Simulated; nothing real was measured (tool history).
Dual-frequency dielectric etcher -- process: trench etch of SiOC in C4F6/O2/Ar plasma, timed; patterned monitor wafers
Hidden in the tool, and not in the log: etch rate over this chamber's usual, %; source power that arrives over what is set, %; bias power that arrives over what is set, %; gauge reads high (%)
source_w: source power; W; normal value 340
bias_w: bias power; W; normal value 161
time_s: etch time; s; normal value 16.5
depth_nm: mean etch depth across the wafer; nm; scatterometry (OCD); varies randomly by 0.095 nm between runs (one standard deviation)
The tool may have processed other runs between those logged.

run   hour  source_w  bias_w  time_s  wafers since the last listed run  hours since the last wet clean  hours since the last source power generator calibration  hours since the last bias power generator calibration  hours since the last upper electrode change  hours since the gauge calibration  read-back reference wafer on the same gauge, depth_nm  depth_nm
  1      0       340     181    16.5                                 0                             230                                                   2555.6                                                 1788.4                                       4896.1                              207.5                                                  33.79      33.9
  2    9.9       340     161    13.5                               163                           239.9                                                   2565.5                                                 1798.3                                         4906                              217.4                                                  33.77     26.16
  3   20.3       340     161    13.5                               171                           250.3                                                   2575.9                                                 1808.7                                       4916.4                              227.8                                                   33.8     26.06
  4   34.7       340     134    16.5                               237                           264.7                                                   2590.3                                                 1823.1                                       4930.8                              242.2                                                  33.81     29.08
  5   49.2       340     161    16.5                               239                           279.2                                                   2604.8                                                 1837.6                                       4945.3                              256.7                                                  33.82     32.08
  6   65.4       340     143    16.5                               267                           295.4                                                     2621                                                 1853.8                                       4961.5                              272.9                                                  33.81     30.16
  7   77.6       340     143    16.5                               201                           307.6                                                   2633.2                                                   1866                                       4973.7                              285.1                                                   33.8     30.14
  8   91.4       340     143    16.5                               227                           321.4                                                     2647                                                 1879.8                                       4987.5                              298.9                                                  33.79     30.12
  9  103.2       340     161    16.5                               194                           333.2                                                   2658.8                                                 1891.6                                       4999.3                              310.7                                                   33.8     31.93
 10  116.3       340     161    16.5                               216                           346.3                                                   2671.9                                                 1904.7                                       5012.4                              323.8                                                  33.79     31.89
     145.3  -- gauge calibrated
     153.3  -- wet clean of the chamber
 11  153.8       340     161    16.5                               222                             0.5                                                   2709.4                                                 1942.2                                       5049.9                                8.5                                                   33.8     31.98
 12  154.1       340     161      14                                 4                             0.8                                                   2709.7                                                 1942.5                                       5050.2                                8.8                                                  33.78     27.19
 13  155.6       340     161      14                                24                             2.3                                                   2711.2                                                   1944                                       5051.7                               10.3                                                  33.81     27.14
     195.9  -- upper electrode replaced
 14  196.4       390     161    20.5                               277                            43.1                                                     2752                                                 1984.8                                          0.5                               51.1                                                   33.8     41.78
 15  196.7       390     161    20.5                                 4                            43.4                                                   2752.3                                                 1985.1                                          0.8                               51.4                                                   33.8     41.85
 16  199.1       410     128      19                                39                            45.8                                                   2754.7                                                 1987.5                                          3.2                               53.8                                                  33.78     35.02
 17  206.5       340     161    16.5                               122                            53.2                                                   2762.1                                                 1994.9                                         10.6                               61.2                                                   33.8     32.04
 18  213.5       260     126    13.5                               115                            60.2                                                   2769.1                                                 2001.9                                         17.6                               68.2                                                   33.8     21.08
       219  -- bias power generator calibrated
 19  221.8       380     161    16.5                                70                            68.5                                                   2777.4                                                    2.8                                         25.9                               76.5                                                   33.8     33.39
 20  235.3       340     161    16.5                               222                              82                                                   2790.9                                                   16.3                                         39.4                                 90                                                  33.82     32.13
 21  249.6       360     161      19                               235                            96.3                                                   2805.2                                                   30.6                                         53.7                              104.3                                                   33.8     37.63
     254.9  -- source power generator calibrated
 22  261.3       340     161    16.5                               127                             108                                                      6.4                                                   42.3                                         65.4                                116                                                   33.8     31.82
 23    274       270     171    13.5                               209                           120.7                                                     19.1                                                     55                                         78.1                              128.7                                                  33.82     25.12
 24  283.6       340     161    16.5                               158                           130.3                                                     28.7                                                   64.6                                         87.7                              138.3                                                   33.8     32.01
 25  291.7       340     181    16.5                               133                           138.4                                                     36.8                                                   72.7                                         95.8                              146.4                                                   33.8        34
 26  302.4       340     161      21                               176                           149.1                                                     47.5                                                   83.4                                        106.5                              157.1                                                  33.79     40.88
 27  314.2       340     161    16.5                               194                           160.9                                                     59.3                                                   95.2                                        118.3                              168.9                                                  33.79     32.03
 28    322       340     161      12                               128                           168.7                                                     67.1                                                    103                                        126.1                              176.7                                                   33.8     23.17
 29  330.8       290     161      18                               145                           177.5                                                     75.9                                                  111.8                                        134.9                              185.5                                                   33.8     33.11
 30  342.7       290     161      12                               196                           189.4                                                     87.8                                                  123.7                                        146.8                              197.4                                                   33.8     22.06
 31  351.9       300     130    16.5                               151                           198.6                                                       97                                                  132.9                                          156                              206.6                                                   33.8     27.55

Consider 3 possible next runs. They are alternatives, not a sequence: every one starts from the tool as it was left by run 31. What does each give?
  A  352.3       340     161    16.5                                 6                             199                                                     97.4                                                  133.3                                        156.4                                207                                                      ?         ?
  B  352.3       340     188    16.5                                 6                             199                                                     97.4                                                  133.3                                        156.4                                207                                                      ?         ?
  C  352.3       290     161    16.5                                 6                             199                                                     97.4                                                  133.3                                        156.4                                207                                                      ?         ?

run  read-back reference wafer on the same gauge, depth_nm  depth_nm
  A                                                  33.82     32.21
  B                                                  33.82     34.76
  C                                                  33.82     30.58
Without the tool's hidden state the same runs would have given:
run  depth_nm
  A     32.21
  B     34.76
  C     30.58
